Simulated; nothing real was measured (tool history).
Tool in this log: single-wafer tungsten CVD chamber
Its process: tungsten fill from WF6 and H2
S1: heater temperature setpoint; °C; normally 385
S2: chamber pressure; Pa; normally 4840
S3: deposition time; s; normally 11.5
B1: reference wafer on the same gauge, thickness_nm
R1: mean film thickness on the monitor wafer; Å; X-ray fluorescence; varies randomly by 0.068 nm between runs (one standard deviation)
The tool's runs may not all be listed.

run    hour   S1    S2    S3      B1      R1
  1     0.0  385  4840  11.5  27.679  331.06
  2    63.4  385  4840  11.5  27.713  333.88
  3   113.9  385  4840  11.5  27.706  332.29
  4   166.3  385  5533  11.5  27.680  367.49
  5   220.0  385  5533  11.5  27.712  367.14
  6   267.5  385  5533  11.5  27.704  367.99
  7   303.1  385  4146  11.5  27.693  290.78
  8   349.7  385  4146  11.5  27.699  291.40
  9   391.9  385  4146  11.5  27.690  290.93
 10   417.5  385  4840  13.2  27.710  382.28
 11   479.5  385  4840  13.2  27.692  382.17
 12   534.4  385  4840  11.5  27.714  332.00
      560.4  -- gauge calibrated
 13   570.5  385  4840  11.5  27.686  330.86
 14   640.2  385  4840  11.5  27.702  331.35
 15   692.5  393  5680   9.9  27.698  368.81
 16   744.9  394  3720  12.6  27.705  335.29
 17   805.4  380  5933   9.7  27.701  298.59
 18   855.5  394  3933  12.4  27.699  348.94
 19   888.5  373  4506   9.7  27.696  212.75
     1008.6  -- capacitance manometer re-zeroed and calibrated
     1045.0  -- showerhead replaced
 20  1045.5  400  3986  10.6  27.702  334.53
 21  1085.2  393  4840  11.5  27.713  380.32
 22  1132.9  374  4253  11.5  27.701  244.45
     1151.7  -- thermocouple changed; heater temperature recalibrated
 23  1195.3  392  5919  10.1  27.705  380.60
 24  1243.5  374  4213  10.2  27.704  215.36
 25  1273.8  385  3786  11.5  27.711  267.68
 26  1340.8  385  4840  11.5  27.714  331.98
 27  1389.3  380  3920  11.5  27.701  254.51
 28  1475.3  385  4840  11.5  27.693  331.77
 29  1537.1  385  5320  11.5  27.690  357.73
 30  1578.9  380  3920  11.5  27.705  252.77
 31  1645.0  385  4840  11.5  27.706  331.96
 32  1714.7  385  5386  11.5  27.690  360.04
 33  1767.9  385  3786  11.5  27.680  267.20
 34  1805.1  400  3733  11.5  27.704  339.16

4 ways to go on from here, each from the tool as it stands after run 34. What would each give?
  A  1805.5  385  4840  11.5   ?   ?
  B  1805.5  396  5773  11.5   ?   ?
  C  1805.5  391  4840  12.5   ?   ?
  D  1805.5  381  4840  12.5   ?   ?

run      B1      R1
  A  27.675  333.33
  B  27.675  457.77
  C  27.675  402.08
  D  27.675  337.87
Without the tool's unlogged condition, the same runs would have read:
run      R1
  A  333.33
  B  457.77
  C  402.08
  D  337.87

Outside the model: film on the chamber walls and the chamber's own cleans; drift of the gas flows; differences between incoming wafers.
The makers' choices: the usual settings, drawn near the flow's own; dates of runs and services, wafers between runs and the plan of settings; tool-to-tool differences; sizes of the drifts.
